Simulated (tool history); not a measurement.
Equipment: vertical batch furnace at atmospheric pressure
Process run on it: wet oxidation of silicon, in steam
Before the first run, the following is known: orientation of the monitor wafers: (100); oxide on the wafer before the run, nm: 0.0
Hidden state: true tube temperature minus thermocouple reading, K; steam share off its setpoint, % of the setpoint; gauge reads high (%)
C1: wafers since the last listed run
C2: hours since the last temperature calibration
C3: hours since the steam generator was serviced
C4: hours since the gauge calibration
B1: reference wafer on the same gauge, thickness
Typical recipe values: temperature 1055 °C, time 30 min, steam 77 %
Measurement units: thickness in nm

run 1 hour=0 | temperature=1055 time=30 steam=77 | C1=0 C2=2545.1 C3=2895 C4=1086 | B1=284.99 | thickness=312.93
run 2 hour=94.9 | temperature=1069 time=30 steam=77 | C1=1330 C2=2640 C3=2989.9 C4=1180.9 | B1=285.18 | thickness=340.05
run 3 hour=169.1 | temperature=1069 time=30 steam=77 | C1=1040 C2=2714.2 C3=3064.1 C4=1255.1 | B1=285.37 | thickness=340.84
run 4 hour=253.2 | temperature=1055 time=30 steam=77 | C1=1179 C2=2798.3 C3=3148.2 C4=1339.2 | B1=284.47 | thickness=310.53
run 5 hour=306.2 | temperature=1055 time=30 steam=77 | C1=743 C2=2851.3 C3=3201.2 C4=1392.2 | B1=284.84 | thickness=313.76
run 6 hour=366.6 | temperature=1055 time=30 steam=77 | C1=846 C2=2911.7 C3=3261.6 C4=1452.6 | B1=284.73 | thickness=313.56
run 7 hour=456.1 | temperature=1055 time=30 steam=77 | C1=1255 C2=3001.2 C3=3351.1 C4=1542.1 | B1=284.93 | thickness=312.43
run 8 hour=505.4 | temperature=1055 time=30 steam=77 | C1=691 C2=3050.5 C3=3400.4 C4=1591.4 | B1=284.8 | thickness=313.45
run 9 hour=552.5 | temperature=1055 time=30 steam=77 | C1=660 C2=3097.6 C3=3447.5 C4=1638.5 | B1=284.86 | thickness=314.58
run 10 hour=631.9 | temperature=1055 time=30 steam=77 | C1=1113 C2=3177 C3=3526.9 C4=1717.9 | B1=284.73 | thickness=313.59
run 11 hour=703.7 | temperature=1055 time=30 steam=77 | C1=1006 C2=3248.8 C3=3598.7 C4=1789.7 | B1=285.07 | thickness=313.87
-- hour=757.2 thermocouples replaced and temperature profile calibrated
run 12 hour=797 | temperature=1055 time=30 steam=77 | C1=971 C2=39.8 C3=3692 C4=1883 | B1=285.09 | thickness=305.1
run 13 hour=846.6 | temperature=1055 time=30 steam=82 | C1=695 C2=89.4 C3=3741.6 C4=1932.6 | B1=284.87 | thickness=318.24
run 14 hour=883.4 | temperature=1055 time=30 steam=82 | C1=516 C2=126.2 C3=3778.4 C4=1969.4 | B1=284.89 | thickness=316.14
run 15 hour=986.8 | temperature=1062 time=30 steam=87 | C1=1449 C2=229.6 C3=3881.8 C4=2072.8 | B1=285.55 | thickness=343.63
-- hour=1016.6 steam generator serviced
run 16 hour=1083.7 | temperature=1036 time=30 steam=70 | C1=1022 C2=326.5 C3=67.1 C4=2169.7 | B1=285.43 | thickness=268.14
run 17 hour=1183.5 | temperature=1055 time=30 steam=77 | C1=1399 C2=426.3 C3=166.9 C4=2269.5 | B1=284.72 | thickness=324.45
run 18 hour=1223.8 | temperature=1066 time=30 steam=81 | C1=565 C2=466.6 C3=207.2 C4=2309.8 | B1=285.01 | thickness=359.76
-- hour=1234.1 gauge calibrated
run 19 hour=1327.2 | temperature=1055 time=35 steam=86 | C1=1449 C2=570 C3=310.6 C4=93.1 | B1=284.73 | thickness=383.91
run 20 hour=1374.5 | temperature=1080 time=25 steam=82 | C1=663 C2=617.3 C3=357.9 C4=140.4 | B1=284.68 | thickness=347.44
run 21 hour=1411 | temperature=1080 time=25 steam=82 | C1=511 C2=653.8 C3=394.4 C4=176.9 | B1=285.14 | thickness=348.63
run 22 hour=1484.3 | temperature=1055 time=30 steam=77 | C1=1027 C2=727.1 C3=467.7 C4=250.2 | B1=284.88 | thickness=322.36
run 23 hour=1570.1 | temperature=1074 time=30 steam=67 | C1=1203 C2=812.9 C3=553.5 C4=336 | B1=285.35 | thickness=331.09
run 24 hour=1609.7 | temperature=1071 time=30 steam=77 | C1=555 C2=852.5 C3=593.1 C4=375.6 | B1=284.64 | thickness=357.45
run 25 hour=1646.2 | temperature=1078 time=18.5 steam=69 | C1=511 C2=889 C3=629.6 C4=412.1 | B1=284.9 | thickness=253.94
run 26 hour=1811.1 | temperature=1055 time=30 steam=77 | C1=2312 C2=1053.9 C3=794.5 C4=577 | B1=285.19 | thickness=323.88
run 27 hour=1876.5 | temperature=1055 time=30 steam=77 | C1=917 C2=1119.3 C3=859.9 C4=642.4 | B1=285.29 | thickness=322.77
run 28 hour=1933 | temperature=1064 time=41.5 steam=72 | C1=792 C2=1175.8 C3=916.4 C4=698.9 | B1=285.05 | thickness=402.68
run 29 hour=1972.4 | temperature=1070 time=30 steam=85 | C1=552 C2=1215.2 C3=955.8 C4=738.3 | B1=285.24 | thickness=374.4

Consider 4 possible next runs. They are alternatives, not a sequence: every one starts from the tool as it was left by run 29. What does each give?
run A hour=1977.6 | temperature=1055 time=30 steam=77 | C1=72 C2=1220.4 C3=961 C4=743.5 | B1=? | thickness=?
run B hour=1977.6 | temperature=1076 time=36.5 steam=80 | C1=72 C2=1220.4 C3=961 C4=743.5 | B1=? | thickness=?
run C hour=1977.6 | temperature=1055 time=30 steam=85 | C1=72 C2=1220.4 C3=961 C4=743.5 | B1=? | thickness=?
run D hour=1977.6 | temperature=1032 time=21 steam=77 | C1=72 C2=1220.4 C3=961 C4=743.5 | B1=? | thickness=?

run=A B1=285.03 thickness=319.73
run=B B1=285.03 thickness=418.44
run=C B1=285.03 thickness=340.92
run=D B1=285.03 thickness=212
Without the tool's hidden state the same runs would have given:
run=A thickness=323.08
run=B thickness=422.74
run=C thickness=344.49
run=D thickness=214.33
